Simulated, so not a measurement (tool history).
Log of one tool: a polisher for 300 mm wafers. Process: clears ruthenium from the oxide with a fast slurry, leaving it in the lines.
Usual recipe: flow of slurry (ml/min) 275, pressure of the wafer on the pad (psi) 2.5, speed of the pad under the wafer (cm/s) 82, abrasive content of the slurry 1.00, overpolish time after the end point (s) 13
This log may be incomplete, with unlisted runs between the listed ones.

run	hour	flow of slurry (ml/min)	pressure of the wafer on the pad (psi)	speed of the pad under the wafer (cm/s)	abrasive content of the slurry	overpolish time after the end point (s)	wafers since the last listed run	wafers polished on this pad	hours since the slurry nozzle was cleaned	hours since the head pressure was calibrated	hours since the slurry blender was calibrated	incoming thickness of the incoming film, nm	time until the end point was called (s)	dishing of a wide line in a test structure (nm)
1	0.0	230	2.5	82	1.00	13	0	150	609.7	1186.5	478.5	242.3	91.2	28.1
# hour 29.4: head pressure recalibrated
2	90.7	230	2.5	82	1.00	13	1028	1178	700.4	61.3	569.2	239.6	88.1	29.0
# hour 118.7: slurry blender recalibrated
3	182.2	275	2.5	82	1.00	13	1037	2216	791.9	152.8	63.5	239.7	85.1	31.8
4	283.5	275	2.5	82	1.00	13	1174	3390	893.2	254.1	164.8	237.1	83.8	30.5
5	327.1	325	2.5	82	1.00	13	505	3896	936.8	297.7	208.4	244.9	85.0	29.8
# hour 362.5: slurry nozzle cleaned
6	401.6	275	2.5	82	1.00	13	852	4748	39.1	372.2	282.9	239.1	84.8	29.4
7	493.1	275	2.5	82	1.00	13	1060	5809	130.6	463.7	374.4	241.6	86.0	29.7
# hour 511.6: worn pad replaced by a new one
8	549.1	275	2.5	82	1.00	13	602	434	186.6	519.7	430.4	241.2	87.9	29.4
9	593.3	275	3.0	82	1.00	7	512	947	230.8	563.9	474.6	241.4	74.6	18.6
10	637.3	275	3.0	82	1.00	7	510	1457	274.8	607.9	518.6	240.7	75.2	19.3
# hour 660.8: slurry blender recalibrated
11	706.5	275	3.0	82	1.00	7	779	2236	344.0	677.1	45.7	239.7	74.2	19.7
12	775.2	275	2.5	82	1.00	13	796	3032	412.7	745.8	114.4	240.8	85.4	29.9
13	828.9	275	2.5	82	1.00	13	622	3655	466.4	799.5	168.1	240.6	85.8	30.7
14	905.1	275	2.5	64	1.20	13	883	4538	542.6	875.7	244.3	234.6	91.2	27.9
15	944.7	275	3.0	110	1.00	13	459	4998	582.2	915.3	283.9	243.3	61.5	41.8
# hour 966.6: worn pad replaced by a new one
16	1018.7	210	2.5	82	1.15	13	811	603	656.2	989.3	357.9	241.5	83.8	30.3
17	1086.6	275	2.5	82	1.00	13	787	1390	724.1	1057.2	425.8	241.6	89.4	30.0
18	1196.1	275	2.5	82	1.00	13	1269	2660	833.6	1166.7	535.3	242.8	90.0	29.2
# hour 1197.6: slurry nozzle cleaned
# hour 1265.9: slurry blender recalibrated
19	1365.9	275	2.5	82	1.00	13	1933	4594	168.3	1336.5	100.0	238.6	83.3	30.1
20	1407.2	275	2.5	82	1.00	7	478	5073	209.6	1377.8	141.3	240.5	86.5	17.0
# hour 1514.0: head pressure recalibrated
# hour 1546.5: worn pad replaced by a new one
21	1646.1	275	2.5	82	0.75	13	2700	1154	448.5	132.1	380.2	241.2	96.5	27.2
22	1698.6	275	2.9	74	1.15	16	608	1763	501.0	184.6	432.7	244.8	82.2	40.2
23	1798.0	275	3.0	110	1.00	13	1152	2915	600.4	284.0	532.1	239.5	61.0	41.2
# hour 1817.2: slurry blender recalibrated
24	1867.0	275	2.8	82	1.00	16	776	3692	669.4	353.0	49.8	238.4	76.8	39.8
25	1921.6	275	1.7	82	1.00	13	633	4325	724.0	407.6	104.4	238.5	112.0	22.8
# hour 1980.0: slurry nozzle cleaned
26	2013.6	190	2.5	82	1.00	13	1055	5380	33.6	499.6	196.4	241.2	89.9	28.3
# hour 2102.4: worn pad replaced by a new one
27	2108.3	275	2.8	82	1.00	16	1051	68	128.3	594.3	291.1	239.4	78.7	40.5
28	2201.0	340	3.1	82	1.00	13	1074	1143	221.0	687.0	383.8	243.0	72.2	34.9
29	2243.1	275	2.5	82	1.00	13	488	1631	263.1	729.1	425.9	241.3	88.0	29.4

What would each run have given without the hidden state, its run-to-run variation left as it was?
Hidden state present: removal rate lost through wear of the pad, %; slurry flow missing at the pad, %; deviation of the head's pressure from its setpoint, %; abrasive missing from the slurry, %.
run	time until the end point was called (s)	dishing of a wide line in a test structure (nm)
1	87.4	29.3
2	83.7	30.4
3	84.6	31.9
4	82.7	30.9
5	83.5	30.3
6	82.9	30.1
7	83.3	30.6
8	84.8	30.4
9	71.7	19.3
10	72.0	20.2
11	73.6	19.9
12	84.3	30.3
13	84.3	31.2
14	89.2	28.5
15	59.9	42.8
16	81.2	31.3
17	85.9	31.2
18	85.7	30.6
19	82.2	30.5
20	85.1	17.2
21	92.7	28.2
22	79.1	41.6
23	58.0	43.1
24	76.0	40.2
25	110.4	23.1
26	87.9	28.9
27	76.4	41.7
28	69.6	36.2
29	84.4	30.5
